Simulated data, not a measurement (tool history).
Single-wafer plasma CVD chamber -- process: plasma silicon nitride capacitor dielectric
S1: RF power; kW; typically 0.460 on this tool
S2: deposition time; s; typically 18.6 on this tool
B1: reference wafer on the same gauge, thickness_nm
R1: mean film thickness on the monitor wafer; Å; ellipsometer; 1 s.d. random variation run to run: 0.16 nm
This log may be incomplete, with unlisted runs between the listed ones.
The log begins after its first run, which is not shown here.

At day 1.112: RF generator calibrated.
Run 2, day 2.250: usual settings; B1 28.695. Result: R1 293.27 Å.
Run 3, day 6.738: usual settings but S2 19.8 s; B1 28.629. Result: R1 306.10 Å.
Run 4, day 9.983: usual settings; B1 28.706. Result: R1 289.38 Å.
Run 5, day 12.029: usual settings; B1 28.628. Result: R1 287.25 Å.
Run 6, day 13.962: usual settings; B1 28.672. Result: R1 288.75 Å.
Run 7, day 16.746: usual settings; B1 28.740. Result: R1 287.03 Å.
Run 8, day 18.958: usual settings; B1 28.686. Result: R1 287.13 Å.
Run 9, day 23.329: usual settings; B1 28.661. Result: R1 287.46 Å.
Run 10, day 27.708: usual settings; B1 28.709. Result: R1 285.38 Å.
Run 11, day 31.317: usual settings; B1 28.642. Result: R1 283.75 Å.
Run 12, day 35.042: usual settings; B1 28.747. Result: R1 285.23 Å.
Run 13, day 38.567: usual settings; B1 28.754. Result: R1 285.02 Å.
Run 14, day 41.542: usual settings but S2 16.5 s; B1 28.705. Result: R1 252.56 Å.
Run 15, day 44.962: usual settings but S2 16.5 s; B1 28.709. Result: R1 252.22 Å.
At day 46.800: RF generator calibrated.
Run 16, day 49.771: usual settings but S2 19.9 s; B1 28.791. Result: R1 308.75 Å.
Run 17, day 54.167: usual settings but S2 19.9 s; B1 28.701. Result: R1 310.36 Å.
Run 18, day 55.967: usual settings; B1 28.710. Result: R1 289.91 Å.
Run 19, day 59.133: usual settings; B1 28.747. Result: R1 289.19 Å.
Run 20, day 62.933: usual settings; B1 28.615. Result: R1 286.38 Å.
Run 21, day 65.004: usual settings but S1 0.410 kW, S2 15.4 s; B1 28.675. Result: R1 230.89 Å.
Run 22, day 67.417: usual settings but S1 0.415 kW, S2 17.0 s; B1 28.726. Result: R1 251.36 Å.
At day 68.579: showerhead replaced.
Run 23, day 70.012: usual settings but S1 0.510 kW, S2 20.7 s; B1 28.703. Result: R1 329.27 Å.
Run 24, day 71.908: usual settings but S1 0.370 kW, S2 20.9 s; B1 28.710. Result: R1 297.91 Å.

Predict the results of run 25:
Run 25, day 82.575: usual settings but S1 0.400 kW, S2 21.8 s; B1 ?. Result: R1 ?.

Run 25 measured B1 28.698, R1 318.89 Å.
The same run, on a tool lacking any hidden state, would have yielded R1 327.25 Å.
